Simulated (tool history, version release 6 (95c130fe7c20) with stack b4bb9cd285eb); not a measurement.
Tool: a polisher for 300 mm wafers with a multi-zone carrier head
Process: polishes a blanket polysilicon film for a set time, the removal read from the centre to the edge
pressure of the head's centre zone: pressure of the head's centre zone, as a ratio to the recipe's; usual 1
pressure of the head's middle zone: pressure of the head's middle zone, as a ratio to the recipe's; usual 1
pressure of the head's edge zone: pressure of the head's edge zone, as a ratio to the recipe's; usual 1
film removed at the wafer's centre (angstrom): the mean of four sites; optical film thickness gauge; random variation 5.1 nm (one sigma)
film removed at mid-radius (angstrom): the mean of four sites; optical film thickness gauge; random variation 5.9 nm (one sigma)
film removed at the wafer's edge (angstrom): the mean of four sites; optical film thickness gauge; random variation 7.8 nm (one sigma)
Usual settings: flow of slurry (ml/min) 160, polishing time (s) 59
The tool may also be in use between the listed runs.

| run | hour | flow of slurry (ml/min) | pressure of the head's centre zone | pressure of the head's middle zone | pressure of the head's edge zone | polishing time (s) | wafers since the last listed run | wafers polished on this pad | hours since the slurry nozzle was cleaned | hours since the centre zone pressure was calibrated | hours since the edge zone pressure was calibrated | hours since the carrier head's membrane was replaced | incoming thickness of the incoming film, nm | film removed at the wafer's centre (angstrom) | film removed at mid-radius (angstrom) | film removed at the wafer's edge (angstrom) |
|---|---|---|---|---|---|---|---|---|---|---|---|---|---|---|---|---|
| 1 | 0 | 160 | 1 | 1 | 1 | 59 | 0 | 1060 | 168.1 | 69.5 | 801.1 | 300.8 | 1923.5 | 5364 | 5581 | 5715 |
|  | 42.8 | worn pad replaced by a new one |
| 2 | 65.7 | 160 | 1.09 | 1 | 1.11 | 64 | 407 | 151 | 233.8 | 135.2 | 866.8 | 366.5 | 1957.1 | 6829 | 6455 | 7016 |
|  | 84.5 | edge zone pressure recalibrated |
| 3 | 92.8 | 160 | 1 | 1 | 1.12 | 59 | 165 | 317 | 260.9 | 162.3 | 8.3 | 393.6 | 1923.6 | 5701 | 5883 | 6335 |
| 4 | 109.5 | 160 | 1 | 1 | 1 | 59 | 110 | 427 | 277.6 | 179 | 25 | 410.3 | 1943.4 | 5611 | 5907 | 6120 |
|  | 128 | carrier head's membrane replaced by a new one |
| 5 | 128.5 | 120 | 1.1 | 1 | 1 | 59 | 92 | 520 | 296.6 | 198 | 44 | 0.5 | 1927.8 | 5816 | 5516 | 5855 |
| 6 | 149.3 | 160 | 1.11 | 1 | 1 | 59 | 137 | 657 | 317.4 | 218.8 | 64.8 | 21.3 | 1970.8 | 6048 | 5754 | 6066 |
| 7 | 180 | 200 | 1 | 1 | 0.97 | 59 | 202 | 860 | 348.1 | 249.5 | 95.5 | 52 | 1902.2 | 5512 | 5991 | 5956 |
| 8 | 199 | 135 | 0.93 | 0.92 | 0.95 | 59 | 125 | 985 | 367.1 | 268.5 | 114.5 | 71 | 1934.4 | 4843 | 5283 | 5336 |
| 9 | 230.3 | 200 | 1.08 | 1 | 1.07 | 47 | 206 | 1192 | 398.4 | 299.8 | 145.8 | 102.3 | 1935.2 | 4536 | 4447 | 4623 |
|  | 242.6 | worn pad replaced by a new one |
| 10 | 260.5 | 205 | 0.91 | 1 | 1 | 59 | 173 | 118 | 428.6 | 330 | 176 | 132.5 | 1930 | 5292 | 6100 | 6210 |
| 11 | 290.5 | 160 | 1 | 1 | 1 | 46 | 198 | 316 | 458.6 | 360 | 206 | 162.5 | 1943.7 | 4346 | 4557 | 4663 |
| 12 | 324.7 | 160 | 1 | 1 | 1 | 59 | 225 | 542 | 492.8 | 394.2 | 240.2 | 196.7 | 1925.9 | 5403 | 5734 | 5929 |
| 13 | 346.3 | 160 | 1 | 1 | 1 | 59 | 142 | 684 | 514.4 | 415.8 | 261.8 | 218.3 | 1926.4 | 5423 | 5767 | 5820 |
| 14 | 363.8 | 160 | 1.05 | 1 | 1.05 | 59 | 115 | 800 | 531.9 | 433.3 | 279.3 | 235.8 | 1922.8 | 5586 | 5620 | 5952 |
| 15 | 389.9 | 160 | 1 | 1 | 0.91 | 59 | 172 | 972 | 558 | 459.4 | 305.4 | 261.9 | 1929 | 5253 | 5545 | 5483 |
| 16 | 422.6 | 160 | 1.04 | 1.11 | 1 | 59 | 215 | 1188 | 590.7 | 492.1 | 338.1 | 294.6 | 1935.9 | 5212 | 5772 | 5499 |
| 17 | 440.3 | 215 | 1 | 1.08 | 1.03 | 59 | 116 | 1305 | 608.4 | 509.8 | 355.8 | 312.3 | 1940.2 | 5168 | 5797 | 5694 |
|  | 465.7 | worn pad replaced by a new one |
| 18 | 469.8 | 160 | 1 | 1 | 1 | 59 | 168 | 26 | 637.9 | 539.3 | 385.3 | 341.8 | 1926.9 | 5471 | 5953 | 6163 |
| 19 | 504.2 | 160 | 1.05 | 1 | 1 | 76 | 227 | 254 | 672.3 | 573.7 | 419.7 | 376.2 | 1950.2 | 7502 | 7588 | 7919 |
| 20 | 524.1 | 160 | 1 | 1 | 1 | 59 | 131 | 385 | 692.2 | 593.6 | 439.6 | 396.1 | 1935.6 | 5453 | 5834 | 5907 |
| 21 | 547 | 125 | 1 | 1 | 1 | 59 | 151 | 536 | 715.1 | 616.5 | 462.5 | 419 | 1943.9 | 5132 | 5594 | 5791 |

Hidden state or all else? Some run-to-run changes of film removed at the wafer's centre (angstrom), split into what the settings, what came in and random variation would give without the hidden state, and what is left for the hidden state (with any gauge scatter that isn't in both results):
The hidden state here: removal rate lost through wear of the pad, %; slurry flow missing at the pad, %; deviation of the centre zone's pressure from its setpoint, %; deviation of the edge zone's pressure from its setpoint, %.
Run 9 -> 10: flow of slurry (ml/min) 200 -> 205, pressure of the head's centre zone 1.08 -> 0.91, pressure of the head's edge zone 1.07 -> 1, polishing time (s) 47 -> 59, worn pad replaced by a new one. film removed at the wafer's centre (angstrom) +756: hidden state +330, all else +426.
Run 17 -> 18: flow of slurry (ml/min) 215 -> 160, pressure of the head's middle zone 1.08 -> 1, pressure of the head's edge zone 1.03 -> 1, worn pad replaced by a new one. film removed at the wafer's centre (angstrom) +303: hidden state +611, all else -308.
Run 18 -> 19: pressure of the head's centre zone 1 -> 1.05, polishing time (s) 59 -> 76. film removed at the wafer's centre (angstrom) +2031: hidden state -176, all else +2207.
Run 19 -> 20: pressure of the head's centre zone 1.05 -> 1, polishing time (s) 76 -> 59. film removed at the wafer's centre (angstrom) -2049: hidden state +105, all else -2154.
